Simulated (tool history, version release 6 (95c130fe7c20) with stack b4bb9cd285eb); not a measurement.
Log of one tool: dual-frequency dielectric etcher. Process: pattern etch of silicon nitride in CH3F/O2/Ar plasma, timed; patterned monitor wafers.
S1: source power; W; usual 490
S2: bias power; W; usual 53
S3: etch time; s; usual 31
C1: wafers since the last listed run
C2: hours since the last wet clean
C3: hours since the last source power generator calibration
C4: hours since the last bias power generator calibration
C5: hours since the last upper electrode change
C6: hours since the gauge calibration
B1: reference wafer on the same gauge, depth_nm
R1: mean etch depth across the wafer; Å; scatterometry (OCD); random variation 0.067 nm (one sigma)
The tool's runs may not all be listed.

{"run": 1, "hour": 0.0, "S1": 490, "S2": 43, "S3": 31, "C1": 0, "C2": 3.4, "C3": 4002.7, "C4": 4862.6, "C5": 2486.4, "C6": 338.7, "B1": 25.69, "R1": 213.2}
{"run": 2, "hour": 58.3, "S1": 490, "S2": 43, "S3": 31, "C1": 931, "C2": 61.7, "C3": 4061, "C4": 4920.9, "C5": 2544.7, "C6": 397, "B1": 25.76, "R1": 213.5}
{"run": 3, "hour": 93.0, "S1": 490, "S2": 53, "S3": 38, "C1": 554, "C2": 96.4, "C3": 4095.7, "C4": 4955.6, "C5": 2579.4, "C6": 431.7, "B1": 25.68, "R1": 274}
{"run": 4, "hour": 154.5, "S1": 490, "S2": 53, "S3": 38, "C1": 982, "C2": 157.9, "C3": 4157.2, "C4": 5017.1, "C5": 2640.9, "C6": 493.2, "B1": 25.71, "R1": 275.8}
{"run": 5, "hour": 212.2, "S1": 490, "S2": 59, "S3": 31, "C1": 922, "C2": 215.6, "C3": 4214.9, "C4": 5074.8, "C5": 2698.6, "C6": 550.9, "B1": 25.7, "R1": 232.4}
{"hour": 227.4, "done": "gauge calibrated"}
{"run": 6, "hour": 259.9, "S1": 490, "S2": 59, "S3": 31, "C1": 762, "C2": 263.3, "C3": 4262.6, "C4": 5122.5, "C5": 2746.3, "C6": 32.5, "B1": 25.66, "R1": 233.2}
{"run": 7, "hour": 326.9, "S1": 490, "S2": 53, "S3": 31, "C1": 1070, "C2": 330.3, "C3": 4329.6, "C4": 5189.5, "C5": 2813.3, "C6": 99.5, "B1": 25.67, "R1": 226.7}
{"run": 8, "hour": 366.2, "S1": 550, "S2": 46, "S3": 21.5, "C1": 628, "C2": 369.6, "C3": 4368.9, "C4": 5228.8, "C5": 2852.6, "C6": 138.8, "B1": 25.75, "R1": 158.6}
{"hour": 420.4, "done": "wet clean of the chamber"}
{"hour": 423.0, "done": "source power generator calibrated"}
{"hour": 424.3, "done": "upper electrode replaced"}
{"run": 9, "hour": 424.8, "S1": 490, "S2": 59, "S3": 31, "C1": 490, "C2": 4.4, "C3": 1.8, "C4": 5287.4, "C5": 0.5, "C6": 197.4, "B1": 25.72, "R1": 232}
{"run": 10, "hour": 450.9, "S1": 610, "S2": 53, "S3": 25, "C1": 417, "C2": 30.5, "C3": 27.9, "C4": 5313.5, "C5": 26.6, "C6": 223.5, "B1": 25.69, "R1": 197.3}
{"run": 11, "hour": 476.4, "S1": 550, "S2": 53, "S3": 31, "C1": 407, "C2": 56, "C3": 53.4, "C4": 5339, "C5": 52.1, "C6": 249, "B1": 25.74, "R1": 235.2}
{"hour": 496.0, "done": "bias power generator calibrated"}
{"run": 12, "hour": 530.3, "S1": 490, "S2": 43, "S3": 40.5, "C1": 797, "C2": 109.9, "C3": 107.3, "C4": 34.3, "C5": 106, "C6": 302.9, "B1": 25.67, "R1": 279.3}
{"run": 13, "hour": 598.8, "S1": 490, "S2": 53, "S3": 31, "C1": 1094, "C2": 178.4, "C3": 175.8, "C4": 102.8, "C5": 174.5, "C6": 371.4, "B1": 25.69, "R1": 225.3}
{"run": 14, "hour": 646.0, "S1": 420, "S2": 53, "S3": 31, "C1": 754, "C2": 225.6, "C3": 223, "C4": 150, "C5": 221.7, "C6": 418.6, "B1": 25.69, "R1": 213.8}

5 ways to go on from here, each from the tool as it stands after run 14. What would each give?
{"run": "A", "hour": 646.4, "S1": 490, "S2": 53, "S3": 31, "C1": 6, "C2": 226, "C3": 223.4, "C4": 150.4, "C5": 222.1, "C6": 419, "B1": "?", "R1": "?"}
{"run": "B", "hour": 646.4, "S1": 460, "S2": 64, "S3": 35, "C1": 6, "C2": 226, "C3": 223.4, "C4": 150.4, "C5": 222.1, "C6": 419, "B1": "?", "R1": "?"}
{"run": "C", "hour": 646.4, "S1": 440, "S2": 53, "S3": 31, "C1": 6, "C2": 226, "C3": 223.4, "C4": 150.4, "C5": 222.1, "C6": 419, "B1": "?", "R1": "?"}
{"run": "D", "hour": 646.4, "S1": 410, "S2": 48, "S3": 24, "C1": 6, "C2": 226, "C3": 223.4, "C4": 150.4, "C5": 222.1, "C6": 419, "B1": "?", "R1": "?"}
{"run": "E", "hour": 646.4, "S1": 560, "S2": 53, "S3": 35.5, "C1": 6, "C2": 226, "C3": 223.4, "C4": 150.4, "C5": 222.1, "C6": 419, "B1": "?", "R1": "?"}

run=A B1=25.71 R1=226.6
run=B B1=25.71 R1=263.5
run=C B1=25.71 R1=217.8
run=D B1=25.71 R1=160
run=E B1=25.71 R1=272.6
Without the tool's hidden state the same runs would have given:
run=A R1=224.6
run=B R1=261.1
run=C R1=215.9
run=D R1=158.6
run=E R1=270.2
